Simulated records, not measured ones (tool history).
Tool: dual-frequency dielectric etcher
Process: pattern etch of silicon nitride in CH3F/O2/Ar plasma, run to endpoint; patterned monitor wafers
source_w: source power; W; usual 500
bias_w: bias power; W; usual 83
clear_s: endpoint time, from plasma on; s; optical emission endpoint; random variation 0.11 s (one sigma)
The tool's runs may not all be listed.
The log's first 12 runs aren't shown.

run,hour,source_w,bias_w,wafers since the last listed run,hours since the last wet clean,hours since the last source power generator calibration,hours since the last bias power generator calibration,hours since the last upper electrode change,"incoming incoming film thickness, nm",clear_s
13,920.3,390,92,1621,478.1,4424,483.7,1357.7,22.13,32.1
14,997.1,440,76,757,554.9,4500.8,560.5,1434.5,21.96,31.8
# hour 1101: wet clean of the chamber
15,1101.5,440,90,793,0.5,4605.2,664.9,1538.9,21.77,30
16,1276.7,550,83,1728,175.7,4780.4,840.1,1714.1,21.96,27.9
17,1339.6,590,97,620,238.6,4843.3,903,1777,21.94,26
18,1390,600,96,497,289,4893.7,953.4,1827.4,21.84,25.8
19,1493.8,400,83,1024,392.8,4997.5,1057.2,1931.2,22,32.4
20,1582.8,380,75,878,481.8,5086.5,1146.2,2020.2,22.12,34
21,1681.8,420,83,976,580.8,5185.5,1245.2,2119.2,21.98,31.7
# hour 1761.1: wet clean of the chamber
22,1789.2,550,83,822,28.1,5292.9,1352.6,2226.6,22.13,28.2
# hour 1807.4: source power generator calibrated
23,1932.5,600,63,1374,171.4,125.1,1495.9,2369.9,22.05,29
# hour 1984.5: upper electrode replaced
24,2013.1,590,73,558,252,205.7,1576.5,28.6,22.12,28.2
25,2120.8,500,83,1062,359.7,313.4,1684.2,136.3,22.05,29.3
# hour 2191.6: bias power generator calibrated
26,2195,450,78,692,433.9,387.6,3.4,210.5,21.84,31.1
27,2249.8,500,83,540,488.7,442.4,58.2,265.3,22.19,29.5
28,2294,390,98,436,532.9,486.6,102.4,309.5,21.77,30.8
29,2373.4,500,83,783,612.3,566,181.8,388.9,22.18,29.4
30,2477.2,420,100,1024,716.1,669.8,285.6,492.7,22.05,30
# hour 2526.5: wet clean of the chamber
31,2556.5,390,83,545,30,749.1,364.9,572,22.09,32.7
32,2659.8,500,68,1019,133.3,852.4,468.2,675.3,21.95,30.9
33,2717.3,600,75,567,190.8,909.9,525.7,732.8,21.94,27.6
34,2813.3,460,83,947,286.8,1005.9,621.7,828.8,21.96,30.3

5 ways to go on from here, each from the tool as it stands after run 34. What would each give?
A,2813.7,500,94,3,287.2,1006.3,622.1,829.2,21.93,?
B,2813.7,400,99,3,287.2,1006.3,622.1,829.2,21.93,?
C,2813.7,570,71,3,287.2,1006.3,622.1,829.2,21.93,?
D,2813.7,430,68,3,287.2,1006.3,622.1,829.2,21.93,?
E,2813.7,530,68,3,287.2,1006.3,622.1,829.2,21.93,?

run,clear_s
A,28.1
B,30.6
C,28.7
D,32.9
E,30
Without the tool's hidden state the same runs would have given:
run,clear_s
A,28.1
B,30.6
C,28.7
D,32.9
E,30
